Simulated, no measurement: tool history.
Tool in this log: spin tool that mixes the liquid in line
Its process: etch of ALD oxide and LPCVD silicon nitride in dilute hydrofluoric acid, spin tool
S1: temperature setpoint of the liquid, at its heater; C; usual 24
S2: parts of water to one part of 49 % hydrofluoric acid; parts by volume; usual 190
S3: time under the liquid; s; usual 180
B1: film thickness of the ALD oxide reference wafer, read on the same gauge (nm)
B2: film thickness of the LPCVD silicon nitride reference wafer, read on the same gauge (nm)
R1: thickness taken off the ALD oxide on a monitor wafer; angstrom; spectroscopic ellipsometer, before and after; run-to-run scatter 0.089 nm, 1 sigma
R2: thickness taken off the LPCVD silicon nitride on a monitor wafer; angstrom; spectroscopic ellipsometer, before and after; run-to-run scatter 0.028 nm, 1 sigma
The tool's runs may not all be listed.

run    hour    S1   S2   S3     B1       B2     R1     R2
  1       0    24  190  180  80.02  119.995  223.1   5.47
  2    42.9    24  230  180  80.03  119.973    177   4.03
  3   104.6    24  190  180  79.97  120.009  222.4   5.36
  4   134.1    24  190  180  79.98  119.989  223.4   5.38
  5   324.9    24  190  180  79.98  119.998  223.2   5.83
  6   386.7    24  190  180  80.02      120  222.6   5.32
  7   424.9    24  190  180  79.99  119.982  224.9   5.37
      496.9  -- thermometer replaced
  8   626.8    24  190  115  80.01  120.019  142.9   3.38
  9   687.5    24  190  115  80.01  119.974  143.8   3.49
        727  -- hydrofluoric acid flow meter replaced
 10   755.7    24  190  180  79.98  120.018  226.8   5.53
      770.4  -- gauge calibrated
 11   780.5    24  190  180     80      120  230.4   5.27
 12   839.3    24  125  180  79.99  119.993  372.1   8.03
 13   885.8  21.5  100  135  79.98  120.026  328.7   6.25
 14     922    21  190  180  80.01  119.998  204.3   4.24
 15   981.7    28  115  180  80.01  120.013  479.3  12.02
       1004  -- hydrofluoric acid flow meter replaced, repeated, since the last time left the tool worse
 16  1038.8    22  230  285  79.99  119.988  254.3   5.58
 17  1102.1    24  150  105  80.01  120.017  169.6   3.73
 18  1147.5    24   95  180     80  120.021  487.2   10.6
 19  1179.8    28  190  255  79.98  120.011  359.3   8.61
 20    1212  28.5  140  210     80  119.974  429.9     11
 21  1252.5    24  280  130  79.98  119.986   98.5   2.34
 22    1293    24  190  220  80.01  120.018  268.9   6.83
 23  1362.7    24  190  180  79.97   119.99  220.3   4.89
 24  1404.3    24  190  180  79.99  120.012  219.1   5.49
 25    1471    24  190  180     80  119.992  219.9   5.45
 26  1522.2    24  190  115  80.01      120  140.6   3.34
 27  1558.6    24  190  180  80.01   120.03  218.3   5.61

Below are 3 alternative next runs, each starting from the tool's condition after run 27. Predict each:
  A  1559.1    19  190  180   ?   ?   ?   ?
  B  1559.1  22.5  105  125   ?   ?   ?   ?
  C  1559.1    26  190   95   ?   ?   ?   ?

run     B1       B2     R1    R2
  A  79.98  120.015  181.7  3.77
  B  79.98  120.015  287.1   5.9
  C  79.98  120.015    125  3.12
With no hidden state in the tool, these same runs would have given:
run     R1    R2
  A  180.3  3.74
  B  284.9  5.86
  C    124   3.1
